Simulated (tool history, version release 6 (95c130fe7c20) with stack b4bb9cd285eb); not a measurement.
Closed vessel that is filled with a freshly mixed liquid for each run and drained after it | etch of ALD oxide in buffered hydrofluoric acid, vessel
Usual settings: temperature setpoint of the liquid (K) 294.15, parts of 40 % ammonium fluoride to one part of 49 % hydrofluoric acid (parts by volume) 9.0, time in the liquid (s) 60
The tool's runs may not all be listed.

| run | hour | temperature setpoint of the liquid (K) | parts of 40 % ammonium fluoride to one part of 49 % hydrofluoric acid (parts by volume) | time in the liquid (s) | wafers since the last listed run | hours since the thermometer was replaced | hours since the hydrofluoric acid flow meter was replaced | hours since the gauge calibration | read-back film thickness of the ALD oxide reference wafer, read on the same gauge (nm) | thickness taken off the ALD oxide on a monitor wafer (nm) |
|---|---|---|---|---|---|---|---|---|---|---|
| 1 | 0.0 | 294.15 | 9.0 | 60 | 0 | 566.3 | 472.2 | 538.1 | 50.00 | 103.31 |
| 2 | 40.0 | 294.15 | 9.0 | 40 | 3976 | 606.3 | 512.2 | 578.1 | 49.99 | 68.12 |
| 3 | 91.6 | 294.15 | 9.0 | 40 | 5130 | 657.9 | 563.8 | 629.7 | 50.01 | 68.41 |
| 4 | 145.7 | 294.15 | 9.0 | 40 | 5378 | 712.0 | 617.9 | 683.8 | 50.00 | 68.06 |
| 5 | 222.9 | 294.15 | 9.0 | 60 | 7675 | 789.2 | 695.1 | 761.0 | 50.00 | 102.22 |
| 6 | 315.7 | 294.15 | 7.5 | 45 | 9226 | 882.0 | 787.9 | 853.8 | 49.99 | 89.16 |
| 7 | 391.3 | 294.15 | 9.0 | 60 | 7516 | 957.6 | 863.5 | 929.4 | 49.99 | 100.39 |
|  | 454.5 | thermometer replaced |
| 8 | 487.4 | 294.15 | 9.0 | 60 | 9455 | 32.9 | 959.6 | 1025.5 | 49.97 | 100.24 |
|  | 520.0 | hydrofluoric acid flow meter replaced |
| 9 | 578.3 | 292.15 | 10.5 | 90 | 8938 | 123.8 | 58.3 | 1116.4 | 50.00 | 125.79 |
| 10 | 620.8 | 294.15 | 9.0 | 30 | 4225 | 166.3 | 100.8 | 1158.9 | 49.98 | 52.66 |
|  | 874.5 | gauge calibrated |
| 11 | 929.1 | 294.15 | 9.0 | 60 | 30652 | 474.6 | 409.1 | 54.6 | 49.99 | 102.89 |
| 12 | 978.5 | 294.15 | 12.0 | 60 | 4911 | 524.0 | 458.5 | 104.0 | 49.98 | 79.43 |
| 13 | 1028.6 | 290.15 | 8.0 | 60 | 4981 | 574.1 | 508.6 | 154.1 | 50.00 | 91.41 |
| 14 | 1130.4 | 294.15 | 6.0 | 35 | 10121 | 675.9 | 610.4 | 255.9 | 50.00 | 88.04 |
| 15 | 1226.3 | 290.15 | 6.0 | 60 | 9534 | 771.8 | 706.3 | 351.8 | 50.01 | 120.34 |
| 16 | 1287.3 | 298.15 | 7.5 | 30 | 6064 | 832.8 | 767.3 | 412.8 | 50.01 | 74.32 |
| 17 | 1331.2 | 294.15 | 6.0 | 35 | 4364 | 876.7 | 811.2 | 456.7 | 50.00 | 86.29 |

How the hidden state differs across the entries between the runs, from the last listed run before each to the first after it:
Between runs 7 and 8: thermometer replaced (hour 454.5)
  hydrofluoric acid flow below the setpoint (%): 8.43 -> 9.3
  measured less the result without the state, thickness taken off the ALD oxide on a monitor wafer (nm): -5.73 -> -6.35
Between runs 8 and 9: hydrofluoric acid flow meter replaced (hour 520.0)
  hydrofluoric acid flow below the setpoint (%): 9.3 -> 1.36
  measured less the result without the state, thickness taken off the ALD oxide on a monitor wafer (nm): -6.35 -> -1.70
Between runs 10 and 11: gauge calibrated (hour 874.5)
  hydrofluoric acid flow below the setpoint (%): 1.75 -> 4.55
  measured less the result without the state, thickness taken off the ALD oxide on a monitor wafer (nm): -0.59 -> -3.05
